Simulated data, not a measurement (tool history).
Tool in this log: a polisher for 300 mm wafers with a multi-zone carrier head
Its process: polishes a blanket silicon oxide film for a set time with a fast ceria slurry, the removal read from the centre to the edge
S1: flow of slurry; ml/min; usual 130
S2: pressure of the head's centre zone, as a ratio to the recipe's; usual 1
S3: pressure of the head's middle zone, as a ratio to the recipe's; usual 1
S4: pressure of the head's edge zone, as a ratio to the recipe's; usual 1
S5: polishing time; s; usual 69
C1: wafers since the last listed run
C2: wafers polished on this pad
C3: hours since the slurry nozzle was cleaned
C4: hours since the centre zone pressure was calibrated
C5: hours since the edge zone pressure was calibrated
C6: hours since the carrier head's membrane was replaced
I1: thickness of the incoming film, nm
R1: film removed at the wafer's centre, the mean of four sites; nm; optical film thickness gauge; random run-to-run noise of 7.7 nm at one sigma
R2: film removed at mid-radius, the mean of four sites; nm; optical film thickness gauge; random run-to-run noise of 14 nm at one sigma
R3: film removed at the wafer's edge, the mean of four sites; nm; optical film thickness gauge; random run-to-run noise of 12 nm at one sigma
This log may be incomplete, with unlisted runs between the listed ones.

| run | day | S1 | S2 | S3 | S4 | S5 | C1 | C2 | C3 | C4 | C5 | C6 | I1 | R1 | R2 | R3 |
|---|---|---|---|---|---|---|---|---|---|---|---|---|---|---|---|---|
| 1 | 0 | 130 | 1 | 1 | 1.09 | 69 | 0 | 667 | 114.4 | 595.1 | 523.3 | 407.7 | 2951.2 | 1072.1 | 1044.1 | 1126.5 |
| 2 | 0.554 | 130 | 1 | 1 | 1.09 | 69 | 149 | 817 | 127.7 | 608.4 | 536.6 | 421 | 2953.2 | 1073.1 | 1031.8 | 1121.6 |
| 3 | 1.325 | 130 | 1 | 1 | 1.09 | 69 | 208 | 1025 | 146.2 | 626.9 | 555.1 | 439.5 | 2937.9 | 1074.6 | 1028.1 | 1107.6 |
|  | 1.992 | worn pad replaced by a new one |
| 4 | 2.496 | 130 | 1 | 1 | 1 | 69 | 271 | 135 | 174.3 | 655 | 583.2 | 467.6 | 2979.8 | 1118.9 | 1093.9 | 1126.7 |
| 5 | 3.112 | 130 | 1 | 1 | 1 | 69 | 166 | 302 | 189.1 | 669.8 | 598 | 482.4 | 2994 | 1083.5 | 1056.4 | 1089.3 |
| 6 | 3.625 | 130 | 1 | 1 | 1 | 69 | 138 | 440 | 201.4 | 682.1 | 610.3 | 494.7 | 2947.3 | 1083.2 | 1073.4 | 1088.7 |
| 7 | 4.617 | 130 | 1 | 1 | 1 | 69 | 267 | 708 | 225.2 | 705.9 | 634.1 | 518.5 | 2949.9 | 1081.8 | 1031.8 | 1069.2 |
|  | 6.2 | worn pad replaced by a new one |
| 8 | 6.221 | 130 | 1 | 1 | 1 | 69 | 388 | 6 | 263.7 | 744.4 | 672.6 | 557 | 2964.2 | 1147.7 | 1097 | 1134.8 |
| 9 | 7.371 | 130 | 1.08 | 1 | 1 | 69 | 310 | 316 | 291.3 | 772 | 700.2 | 584.6 | 2981.9 | 1192.2 | 1047.6 | 1087.6 |
| 10 | 8.388 | 130 | 1 | 1 | 1 | 69 | 274 | 591 | 315.7 | 796.4 | 724.6 | 609 | 2952.5 | 1082.4 | 1035.7 | 1079.1 |
|  | 9.804 | worn pad replaced by a new one |
| 11 | 9.825 | 130 | 1 | 1 | 1 | 69 | 343 | 5 | 350.2 | 830.9 | 759.1 | 643.5 | 2930.2 | 1138.2 | 1103.6 | 1144.9 |
| 12 | 10.396 | 130 | 1 | 1 | 1 | 69 | 154 | 159 | 363.9 | 844.6 | 772.8 | 657.2 | 2943.9 | 1120.3 | 1078.4 | 1105.2 |
|  | 11.529 | carrier head's membrane replaced by a new one |
| 13 | 11.562 | 130 | 1 | 1 | 1 | 69 | 258 | 418 | 391.9 | 872.6 | 800.8 | 0.8 | 2985.2 | 1093.5 | 1045.9 | 1088.5 |
| 14 | 12.379 | 90 | 1.05 | 1 | 1 | 57 | 220 | 639 | 411.5 | 892.2 | 820.4 | 20.4 | 2982.2 | 855.9 | 786.5 | 851.8 |
|  | 12.683 | edge zone pressure recalibrated |
| 15 | 13.279 | 130 | 1 | 1 | 1 | 69 | 220 | 859 | 433.1 | 913.8 | 14.3 | 42 | 2921.4 | 1083 | 1052.5 | 1075 |
|  | 13.746 | slurry nozzle cleaned |
|  | 13.85 | centre zone pressure recalibrated |
|  | 13.858 | worn pad replaced by a new one |
| 16 | 14.271 | 145 | 1 | 0.95 | 1.09 | 69 | 232 | 111 | 12.6 | 10.1 | 38.1 | 65.8 | 2954.1 | 1136.7 | 1044.3 | 1180.3 |
| 17 | 15.329 | 130 | 1.1 | 1 | 0.97 | 81 | 285 | 397 | 38 | 35.5 | 63.5 | 91.2 | 2958.2 | 1413.5 | 1245.5 | 1261 |
| 18 | 16.329 | 100 | 1 | 1.11 | 1 | 69 | 270 | 667 | 62 | 59.5 | 87.5 | 115.2 | 2955.7 | 1014.8 | 1081.7 | 1035.8 |
| 19 | 17.025 | 130 | 1 | 1 | 1 | 56 | 187 | 855 | 78.7 | 76.2 | 104.2 | 131.9 | 2970.1 | 877.5 | 834.5 | 869.3 |
|  | 17.879 | worn pad replaced by a new one |
| 20 | 18.029 | 115 | 1 | 1 | 1 | 69 | 226 | 40 | 102.8 | 100.3 | 128.3 | 156 | 2922.5 | 1109.4 | 1076 | 1096.4 |
| 21 | 19.533 | 140 | 1 | 0.91 | 0.95 | 69 | 406 | 446 | 138.9 | 136.4 | 164.4 | 192.1 | 2961.4 | 1098.5 | 978.4 | 1068.1 |
| 22 | 20.125 | 145 | 0.91 | 1.09 | 1 | 53 | 159 | 605 | 153.1 | 150.6 | 178.6 | 206.3 | 2943 | 772 | 883.9 | 844.2 |

Hidden condition of the tool, last listed run before each entry between runs versus first listed run after:
After run 3, before run 4: worn pad replaced by a new one (day 1.992)
  removal rate lost through wear of the pad, %: 6.02 -> 1.97
  what was measured, less what the result would be without the hidden state, R1: -68.8 -> -22.6 nm; R2: -65.9 -> -22 nm; R3: -71 -> -22.7 nm
After run 7, before run 8: worn pad replaced by a new one (day 6.2)
  removal rate lost through wear of the pad, %: 5.21 -> 0.706
  what was measured, less what the result would be without the hidden state, R1: -59.4 -> -8.1 nm; R2: -56.7 -> -7.8 nm; R3: -58.7 -> -8 nm
After run 10, before run 11: worn pad replaced by a new one (day 9.804)
  removal rate lost through wear of the pad, %: 5.37 -> 0.222
  what was measured, less what the result would be without the hidden state, R1: -61.4 -> -2.5 nm; R2: -58.8 -> -2.5 nm; R3: -61.2 -> -2.6 nm
After run 12, before run 13: carrier head's membrane replaced by a new one (day 11.529)
  removal rate lost through wear of the pad, %: 2.24 -> 4.45
  what was measured, less what the result would be without the hidden state, R1: -25.7 -> -50.9 nm; R2: -24.7 -> -48.7 nm; R3: -25.4 -> -50.7 nm
After run 14, before run 15: edge zone pressure recalibrated (day 12.683)
  removal rate lost through wear of the pad, %: 5.18 -> 5.61
  what was measured, less what the result would be without the hidden state, R1: -46.8 -> -64.3 nm; R2: -43 -> -62.5 nm; R3: -46.6 -> -63.9 nm
After run 15, before run 16: slurry nozzle cleaned (day 13.746); centre zone pressure recalibrated (day 13.85); worn pad replaced by a new one (day 13.858)
  removal rate lost through wear of the pad, %: 5.61 -> 2.11
  what was measured, less what the result would be without the hidden state, R1: -64.3 -> -24.4 nm; R2: -62.5 -> -22.5 nm; R3: -63.9 -> -25.5 nm
After run 19, before run 20: worn pad replaced by a new one (day 17.879)
  removal rate lost through wear of the pad, %: 5.9 -> 1.06
  what was measured, less what the result would be without the hidden state, R1: -55.1 -> -11.8 nm; R2: -52.3 -> -11.5 nm; R3: -54.5 -> -11.7 nm
